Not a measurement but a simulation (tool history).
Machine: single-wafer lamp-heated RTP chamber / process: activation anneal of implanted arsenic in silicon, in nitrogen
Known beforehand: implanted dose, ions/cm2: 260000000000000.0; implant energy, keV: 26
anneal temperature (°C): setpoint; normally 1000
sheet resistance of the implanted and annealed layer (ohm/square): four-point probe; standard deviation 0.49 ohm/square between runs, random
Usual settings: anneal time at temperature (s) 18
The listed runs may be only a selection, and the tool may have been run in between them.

run	hour	anneal temperature (°C)	anneal time at temperature (s)	read-back reference wafer on the same gauge, sheet resistance	sheet resistance of the implanted and annealed layer (ohm/square)
1	0.0	1000	13	369.27	323.75
2	64.4	1000	13	368.89	323.21
# hour 118.1: pyrometer window cleaned and pyrometer calibrated
3	138.8	1000	13	368.21	322.61
4	175.0	1019	18	368.06	319.62
5	271.9	1000	24	367.15	319.96
6	315.3	1000	18	366.98	320.31
# hour 367.6: gauge calibrated
7	371.9	1000	18	370.63	323.23
# hour 407.0: pyrometer window cleaned and pyrometer calibrated
8	438.5	1000	18	370.53	323.94
9	515.3	1000	18	370.62	323.86
10	622.1	1013	8	370.29	325.59
11	682.0	987	10	370.12	326.25
# hour 770.0: pyrometer window cleaned and pyrometer calibrated
12	770.5	1000	18	369.95	323.83
13	814.6	1000	27	369.60	320.93
# hour 842.2: reflector plate cleaned
14	882.4	1026	13	369.51	322.07
15	955.6	1014	28	369.04	319.53
16	1027.6	1000	18	368.62	322.01
17	1087.8	1016	18	368.23	320.11

3 ways to go on from here, each from the tool as it stands after run 17. What would each give?
A	1088.2	1000	14	?	?
B	1088.2	1026	21	?	?
C	1088.2	970	24	?	?

run	read-back reference wafer on the same gauge, sheet resistance	sheet resistance of the implanted and annealed layer (ohm/square)
A	368.15	322.32
B	368.15	318.55
C	368.15	322.71
Stripped of hidden state, with their random variation kept, the same runs would have yielded:
run	sheet resistance of the implanted and annealed layer (ohm/square)
A	324.76
B	320.95
C	325.15

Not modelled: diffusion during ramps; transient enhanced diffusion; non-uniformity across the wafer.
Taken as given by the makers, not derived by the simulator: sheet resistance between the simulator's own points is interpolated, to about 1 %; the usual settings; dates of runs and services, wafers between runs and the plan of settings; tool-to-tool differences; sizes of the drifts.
